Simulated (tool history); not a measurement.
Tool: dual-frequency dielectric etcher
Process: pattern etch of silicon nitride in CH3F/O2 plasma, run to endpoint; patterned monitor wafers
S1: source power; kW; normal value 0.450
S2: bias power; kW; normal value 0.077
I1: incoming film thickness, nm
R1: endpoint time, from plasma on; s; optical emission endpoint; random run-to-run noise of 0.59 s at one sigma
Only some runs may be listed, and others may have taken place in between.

run     day     S1     S2     I1     R1
  1   0.000  0.500  0.085  108.5   95.5
  2   2.717  0.500  0.085  107.6   98.1
  3   9.867  0.450  0.077  107.1   99.0
  4  11.583  0.450  0.077  108.2  101.7
  5  13.875  0.390  0.077  108.3  102.1
  6  16.362  0.390  0.077  107.6  101.5
  7  18.450  0.450  0.077  108.2  102.7
  8  20.050  0.450  0.077  108.1  102.7
  9  22.404  0.450  0.077  107.7  102.1
 10  25.067  0.390  0.062  107.9  108.3
 11  26.700  0.390  0.062  108.2  108.9
 12  28.100  0.450  0.077  108.0   99.6
 13  29.871  0.450  0.077  107.2   97.8
 14  32.079  0.450  0.077  107.7   98.0
 15  34.558  0.450  0.077  107.9  102.9
 16  36.404  0.450  0.077  107.9  102.3
 17  37.875  0.450  0.077  108.2  102.1
 18  39.671  0.540  0.070  108.1  100.6
 19  41.917  0.450  0.082  107.2   98.7
 20  44.638  0.370  0.059  107.5  110.1
 21  47.488  0.450  0.077  107.7   98.6
 22  50.625  0.450  0.089  108.3  100.8
 23  52.542  0.490  0.084  108.1  100.9
 24  55.171  0.450  0.077  107.9  102.7
 25  57.558  0.390  0.089  107.5  100.3
 26  58.971  0.450  0.077  108.6  101.1
 27  61.417  0.380  0.065  107.6  108.1
 28  62.446  0.370  0.086  107.9  100.6
 29  63.558  0.360  0.092  108.9  100.3
 30  65.875  0.390  0.062  108.9  111.0
 31  67.296  0.410  0.077  107.8  104.0
 32  69.483  0.400  0.091  107.8   99.2
 33  70.742  0.450  0.077  108.3  101.7
 34  72.892  0.530  0.060  107.1  102.1

Put back what was entered between runs (8 entries, withheld): which listed runs does each sit between, and how does the hidden state differ from the listed run before to the listed run after?
After run 1, before run 2: wet clean of the chamber (day 2.696)
  etch rate over this chamber's usual, %: 3.57 -> -0.00645
  measured minus no-state result, R1: -3.4 -> +0.0 s
After run 6, before run 7: wet clean of the chamber (day 18.429)
  etch rate over this chamber's usual, %: 4.55 -> 0.263
  measured minus no-state result, R1: -4.6 -> -0.3 s
After run 10, before run 11: upper electrode replaced (day 26.329)
  etch rate over this chamber's usual, %: 2.47 -> 3.02
  measured minus no-state result, R1: -2.6 -> -3.2 s
After run 14, before run 15: wet clean of the chamber (day 34.538)
  etch rate over this chamber's usual, %: 4.81 -> 0.419
  measured minus no-state result, R1: -4.8 -> -0.4 s
After run 18, before run 19: bias power generator calibrated (day 40.379)
  etch rate over this chamber's usual, %: 2.13 -> 2.88
  measured minus no-state result, R1: -2.2 -> -2.8 s
After run 19, before run 20: source power generator calibrated (day 44.000)
  etch rate over this chamber's usual, %: 2.88 -> 3.78
  measured minus no-state result, R1: -2.8 -> -4.2 s
After run 21, before run 22: wet clean of the chamber (day 50.604)
  etch rate over this chamber's usual, %: 4.74 -> -0.893
  measured minus no-state result, R1: -4.6 -> +0.9 s
After run 29, before run 30: wet clean of the chamber (day 64.758)
  etch rate over this chamber's usual, %: 3.43 -> 0.519
  measured minus no-state result, R1: -3.5 -> -0.6 s
